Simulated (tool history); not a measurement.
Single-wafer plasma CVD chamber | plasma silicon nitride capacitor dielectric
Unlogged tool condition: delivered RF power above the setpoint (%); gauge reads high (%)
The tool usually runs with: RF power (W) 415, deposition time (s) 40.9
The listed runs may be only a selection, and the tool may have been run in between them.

run   hour  RF power (W)  deposition time (s)  wafers since the last listed run  hours since the last RF generator calibration  hours since the showerhead was replaced  hours since the gauge calibration  read-back reference wafer on the same gauge, thickness_nm  mean film thickness on the monitor wafer (angstrom)
  1    0.0           415                 40.9                                 0                                          345.2                                   3831.1                              563.9                                                     64.097                                               544.36
  2   49.0           415                 40.9                               587                                          394.2                                   3880.1                              612.9                                                     64.203                                               548.92
  3  113.5           415                 40.9                               772                                          458.7                                   3944.6                              677.4                                                     63.981                                               544.13
  4  159.0           415                 35.3                               545                                          504.2                                   3990.1                              722.9                                                     64.035                                               472.38
  5  217.9           415                 40.9                               705                                          563.1                                   4049.0                              781.8                                                     64.197                                               543.94
  6  270.2           415                 40.9                               626                                          615.4                                   4101.3                              834.1                                                     64.332                                               552.56
  7  305.5           415                 40.9                               423                                          650.7                                   4136.6                              869.4                                                     63.968                                               548.14
  8  372.6           415                 36.1                               804                                          717.8                                   4203.7                              936.5                                                     64.129                                               480.67
  9  402.1           415                 46.5                               353                                          747.3                                   4233.2                              966.0                                                     64.153                                               620.58
 10  463.6           415                 46.5                               736                                          808.8                                   4294.7                             1027.5                                                     64.019                                               616.07
 11  506.9           415                 46.5                               518                                          852.1                                   4338.0                             1070.8                                                     64.008                                               620.69
 12  555.6           355                 35.8                               583                                          900.8                                   4386.7                             1119.5                                                     63.863                                               458.42
 13  581.8           360                 43.0                               313                                          927.0                                   4412.9                             1145.7                                                     64.107                                               564.77
 14  629.0           415                 40.9                               565                                          974.2                                   4460.1                             1192.9                                                     64.239                                               548.16
     657.0  -- RF generator calibrated
     711.8  -- gauge calibrated
 15  723.0           460                 40.9                              1030                                           66.0                                   4554.1                               11.2                                                     64.112                                               553.04
 16  759.1           360                 43.0                               432                                          102.1                                   4590.2                               47.3                                                     64.132                                               559.42
     791.3  -- showerhead replaced
 17  791.7           330                 37.5                               294                                          134.7                                      0.4                               79.9                                                     63.929                                               483.75
 18  832.3           390                 47.7                               486                                          175.3                                     41.0                              120.5                                                     64.169                                               628.39
 19  894.0           345                 36.5                               739                                          237.0                                    102.7                              182.2                                                     64.088                                               471.44

What does the tool deliver on the next run?
 20  955.8           475                 40.9                               740                                          298.8                                    164.5                              244.0                                                          ?                                                    ?

read-back reference wafer on the same gauge, thickness_nm: 64.232
mean film thickness on the monitor wafer (angstrom): 556.16
Minus the tool's unlogged condition, the same run would have read mean film thickness on the monitor wafer (angstrom) 556.16.

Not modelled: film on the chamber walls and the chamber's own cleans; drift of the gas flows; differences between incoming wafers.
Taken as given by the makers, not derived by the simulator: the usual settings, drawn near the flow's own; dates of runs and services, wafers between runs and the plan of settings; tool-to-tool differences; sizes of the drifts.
